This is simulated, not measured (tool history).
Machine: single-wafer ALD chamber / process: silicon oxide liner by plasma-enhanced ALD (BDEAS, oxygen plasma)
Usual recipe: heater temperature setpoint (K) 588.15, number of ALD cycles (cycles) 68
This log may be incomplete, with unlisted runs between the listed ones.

| run | hour | heater temperature setpoint (K) | number of ALD cycles (cycles) | read-back reference wafer on the same gauge, thickness_nm | mean film thickness on the monitor wafer (nm) |
|---|---|---|---|---|---|
| 1 | 0 | 588.15 | 68 | 5.328 | 6.116 |
| 2 | 37.1 | 588.15 | 68 | 5.336 | 6.121 |
| 3 | 104 | 588.15 | 68 | 5.332 | 6.108 |
| 4 | 168.9 | 588.15 | 68 | 5.331 | 6.132 |
| 5 | 240.5 | 588.15 | 68 | 5.33 | 6.126 |
| 6 | 290.7 | 588.15 | 68 | 5.335 | 6.126 |
|  | 336.1 | thermocouple changed; heater temperature recalibrated |
| 7 | 337.4 | 588.15 | 72 | 5.327 | 6.488 |
| 8 | 387.2 | 588.15 | 72 | 5.322 | 6.497 |
|  | 410.8 | gauge calibrated |
| 9 | 448.8 | 588.15 | 72 | 5.334 | 6.456 |
| 10 | 494.2 | 588.15 | 68 | 5.327 | 6.141 |
| 11 | 525.6 | 577.15 | 60 | 5.337 | 5.481 |
| 12 | 582.4 | 578.15 | 73 | 5.332 | 6.688 |
| 13 | 612.2 | 576.15 | 64 | 5.335 | 5.893 |
| 14 | 665.9 | 577.15 | 59 | 5.328 | 5.398 |
| 15 | 718.3 | 583.15 | 59 | 5.338 | 5.367 |
| 16 | 745.5 | 601.15 | 65 | 5.336 | 5.71 |
| 17 | 784.4 | 578.15 | 73 | 5.331 | 6.663 |
| 18 | 843.4 | 593.15 | 56 | 5.336 | 5.027 |
|  | 870.8 | gauge calibrated |
| 19 | 896.6 | 598.15 | 75 | 5.333 | 6.645 |

3 ways to go on from here, each from the tool as it stands after run 19. What would each give?
| A | 897.1 | 588.15 | 77 | ? | ? |
| B | 897.1 | 581.15 | 62 | ? | ? |
| C | 897.1 | 600.15 | 72 | ? | ? |

| run | read-back reference wafer on the same gauge, thickness_nm | mean film thickness on the monitor wafer (nm) |
|---|---|---|
| A | 5.329 | 6.934 |
| B | 5.329 | 5.647 |
| C | 5.329 | 6.357 |
With no hidden state in the tool, these same runs would have given:
| run | mean film thickness on the monitor wafer (nm) |
|---|---|
| A | 6.934 |
| B | 5.647 |
| C | 6.357 |

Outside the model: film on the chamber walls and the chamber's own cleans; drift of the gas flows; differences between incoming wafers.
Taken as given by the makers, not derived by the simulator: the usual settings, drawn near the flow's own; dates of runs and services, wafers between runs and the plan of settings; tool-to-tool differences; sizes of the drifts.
